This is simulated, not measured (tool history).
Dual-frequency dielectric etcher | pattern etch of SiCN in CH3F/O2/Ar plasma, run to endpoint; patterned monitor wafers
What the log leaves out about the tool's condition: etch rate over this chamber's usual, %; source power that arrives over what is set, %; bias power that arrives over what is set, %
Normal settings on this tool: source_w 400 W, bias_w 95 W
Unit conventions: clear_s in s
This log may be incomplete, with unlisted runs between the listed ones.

| run | hour | source_w | bias_w | wafers since the last listed run | hours since the last wet clean | hours since the last source power generator calibration | hours since the last bias power generator calibration | hours since the last upper electrode change | incoming incoming film thickness, nm | clear_s |
|---|---|---|---|---|---|---|---|---|---|---|
| 1 | 0 | 400 | 95 | 0 | 155.3 | 1699.2 | 509.5 | 3483 | 7.46 | 20.5 |
| 2 | 68.3 | 400 | 95 | 648 | 223.6 | 1767.5 | 577.8 | 3551.3 | 7.44 | 20.7 |
| 3 | 153.6 | 400 | 95 | 809 | 308.9 | 1852.8 | 663.1 | 3636.6 | 7.31 | 20.4 |
| 4 | 221.5 | 400 | 81 | 644 | 376.8 | 1920.7 | 731 | 3704.5 | 7.39 | 22 |
| 5 | 275.8 | 400 | 81 | 515 | 431.1 | 1975 | 785.3 | 3758.8 | 7.34 | 22 |
| 6 | 315.4 | 400 | 95 | 375 | 470.7 | 2014.6 | 824.9 | 3798.4 | 7.36 | 20.8 |
|  | 414.3 | wet clean of the chamber |
| 7 | 414.9 | 400 | 95 | 716 | 0.6 | 2114.1 | 924.4 | 3897.9 | 7.45 | 20.4 |
| 8 | 517 | 400 | 95 | 968 | 102.7 | 2216.2 | 1026.5 | 4000 | 7.42 | 20.6 |
|  | 530.7 | source power generator calibrated |
| 9 | 578.3 | 400 | 95 | 543 | 164 | 47.6 | 1087.8 | 4061.3 | 7.38 | 20.5 |
| 10 | 785.9 | 400 | 78 | 1969 | 371.6 | 255.2 | 1295.4 | 4268.9 | 7.42 | 22.4 |
| 11 | 836.8 | 350 | 95 | 482 | 422.5 | 306.1 | 1346.3 | 4319.8 | 7.43 | 22 |
| 12 | 877.4 | 400 | 78 | 385 | 463.1 | 346.7 | 1386.9 | 4360.4 | 7.42 | 22.6 |
|  | 945.6 | upper electrode replaced |
| 13 | 981.4 | 400 | 95 | 759 | 567.1 | 450.7 | 1490.9 | 35.8 | 7.47 | 21.2 |
|  | 1048.3 | wet clean of the chamber |
|  | 1055.1 | bias power generator calibrated |
| 14 | 1073.8 | 430 | 102 | 611 | 25.5 | 543.1 | 18.7 | 128.2 | 7.34 | 18.7 |
| 15 | 1121.7 | 370 | 117 | 454 | 73.4 | 591 | 66.6 | 176.1 | 7.31 | 18.9 |
| 16 | 1186.8 | 400 | 95 | 617 | 138.5 | 656.1 | 131.7 | 241.2 | 7.38 | 20.1 |
| 17 | 1391.6 | 450 | 118 | 1943 | 343.3 | 860.9 | 336.5 | 446 | 7.36 | 18.1 |
| 18 | 1477.9 | 470 | 95 | 818 | 429.6 | 947.2 | 422.8 | 532.3 | 7.5 | 19.7 |

What differs in the tool's unlogged condition from the final listed run ahead of each entry between runs to the first listed run following it?
Logged between run 6 and run 7: wet clean of the chamber (hour 414.3)
  etch rate over this chamber's usual, %: -2.81 -> -0.19; bias power that arrives over what is set, %: -3.35 -> -3.55
  measured less the result without the state, clear_s: +0.9 -> +0.3 s
Logged between run 8 and run 9: source power generator calibrated (hour 530.7)
  etch rate over this chamber's usual, %: -0.723 -> -1.04; bias power that arrives over what is set, %: -3.71 -> -3.8
  measured less the result without the state, clear_s: +0.5 -> +0.5 s
Logged between run 12 and run 13: upper electrode replaced (hour 945.6)
  etch rate over this chamber's usual, %: -2.6 -> -3.15; bias power that arrives over what is set, %: -4.11 -> -4.18
  measured less the result without the state, clear_s: +1 -> +1 s
Logged between run 13 and run 14: wet clean of the chamber (hour 1048.3); bias power generator calibrated (hour 1055.1)
  etch rate over this chamber's usual, %: -3.15 -> -0.165; bias power that arrives over what is set, %: -4.18 -> -0.0563
  measured less the result without the state, clear_s: +1 -> +0 s

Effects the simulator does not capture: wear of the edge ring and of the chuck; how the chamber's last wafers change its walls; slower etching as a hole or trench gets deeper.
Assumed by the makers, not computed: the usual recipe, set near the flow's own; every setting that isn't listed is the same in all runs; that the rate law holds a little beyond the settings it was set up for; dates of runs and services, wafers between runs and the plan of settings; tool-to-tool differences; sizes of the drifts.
